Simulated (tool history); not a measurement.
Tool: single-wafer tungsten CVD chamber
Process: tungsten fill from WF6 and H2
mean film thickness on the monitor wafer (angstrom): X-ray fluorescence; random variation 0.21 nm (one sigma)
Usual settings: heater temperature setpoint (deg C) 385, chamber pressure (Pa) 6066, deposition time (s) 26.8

| run | hour | heater temperature setpoint (deg C) | chamber pressure (Pa) | deposition time (s) | read-back reference wafer on the same gauge, thickness_nm | mean film thickness on the monitor wafer (angstrom) |
|---|---|---|---|---|---|---|
| 1 | 0 | 385 | 6759 | 26.8 | 89.535 | 820.67 |
| 2 | 77.9 | 385 | 6759 | 26.8 | 89.429 | 821.75 |
| 3 | 179.1 | 385 | 6759 | 26.8 | 89.565 | 819.56 |
|  | 235.4 | capacitance manometer re-zeroed and calibrated |
| 4 | 246.8 | 385 | 6066 | 23.6 | 89.578 | 684.93 |
| 5 | 297 | 385 | 6066 | 23.6 | 89.475 | 679.78 |
| 6 | 400.4 | 385 | 6066 | 26.8 | 89.53 | 778.95 |
| 7 | 477.9 | 385 | 6066 | 26.8 | 89.512 | 778.69 |
| 8 | 578.5 | 385 | 6066 | 26.8 | 89.471 | 780.96 |
| 9 | 862.8 | 385 | 6066 | 26.8 | 89.529 | 784.23 |
| 10 | 936.4 | 385 | 6066 | 26.8 | 89.541 | 788.5 |
| 11 | 1037.9 | 385 | 6066 | 26.8 | 89.473 | 785.93 |
| 12 | 1117.8 | 385 | 6066 | 26.8 | 89.55 | 793.93 |
| 13 | 1157.7 | 385 | 6066 | 26.8 | 89.512 | 787.41 |
| 14 | 1240.5 | 385 | 6066 | 26.8 | 89.533 | 790.28 |
| 15 | 1353.7 | 385 | 7079 | 26.8 | 89.477 | 846.73 |
|  | 1421 | thermocouple changed; heater temperature recalibrated |
| 16 | 1449.8 | 398 | 6066 | 28.6 | 89.512 | 1011.43 |
| 17 | 1500 | 385 | 6066 | 26.8 | 89.511 | 755.01 |
|  | 1539.1 | gauge calibrated |
| 18 | 1549 | 385 | 6066 | 26.8 | 89.483 | 755.38 |
| 19 | 1605.3 | 385 | 6066 | 22.6 | 89.491 | 640.06 |
| 20 | 1693.5 | 371 | 7146 | 26.8 | 89.462 | 640.43 |
| 21 | 1752.8 | 379 | 7413 | 23.5 | 89.407 | 658.52 |
|  | 1777.2 | capacitance manometer re-zeroed and calibrated |
|  | 1780.4 | showerhead replaced |
| 22 | 1832.4 | 392 | 6066 | 29.8 | 89.547 | 949.93 |
| 23 | 1915 | 377 | 6786 | 28.2 | 89.486 | 729.74 |
| 24 | 2010.5 | 385 | 6986 | 26.8 | 89.51 | 813.65 |
| 25 | 2084.7 | 371 | 6066 | 26.8 | 89.541 | 594.03 |
| 26 | 2177.1 | 398 | 5053 | 29.8 | 89.482 | 979.16 |
| 27 | 2267.3 | 376 | 4653 | 31.4 | 89.551 | 684.22 |
| 28 | 2308.5 | 385 | 6066 | 26.8 | 89.555 | 770.24 |
| 29 | 2393 | 385 | 6066 | 22.2 | 89.413 | 639.52 |
| 30 | 2482 | 385 | 6639 | 28.5 | 89.524 | 857.6 |
| 31 | 2562 | 391 | 7093 | 29.5 | 89.566 | 1013.91 |

What the log doesn't show, run by run:
gauge reads high (%): 0 in every run
H1: wafer temperature above the value expected at the setpoint (K)
H2: true pressure above the setpoint (%)
| run | H1 | H2 |
|---|---|---|
| 1 | 1.83 | 3.06 |
| 2 | 1.88 | 3.11 |
| 3 | 1.95 | 3.16 |
| 4 | 1.99 | 0.235 |
| 5 | 2.02 | 0.578 |
| 6 | 2.08 | 1.18 |
| 7 | 2.11 | 1.56 |
| 8 | 2.15 | 1.97 |
| 9 | 2.25 | 2.76 |
| 10 | 2.27 | 2.9 |
| 11 | 2.3 | 3.06 |
| 12 | 2.32 | 3.17 |
| 13 | 2.33 | 3.21 |
| 14 | 2.34 | 3.3 |
| 15 | 2.37 | 3.4 |
| 16 | -0.191 | 3.46 |
| 17 | -0.0763 | 3.49 |
| 18 | 0.0296 | 3.52 |
| 19 | 0.144 | 3.55 |
| 20 | 0.31 | 3.58 |
| 21 | 0.413 | 3.6 |
| 22 | 0.54 | 0.972 |
| 23 | 0.661 | 1.47 |
| 24 | 0.788 | 1.95 |
| 25 | 0.877 | 2.27 |
| 26 | 0.978 | 2.6 |
| 27 | 1.07 | 2.87 |
| 28 | 1.11 | 2.98 |
| 29 | 1.18 | 3.17 |
| 30 | 1.25 | 3.34 |
| 31 | 1.3 | 3.47 |
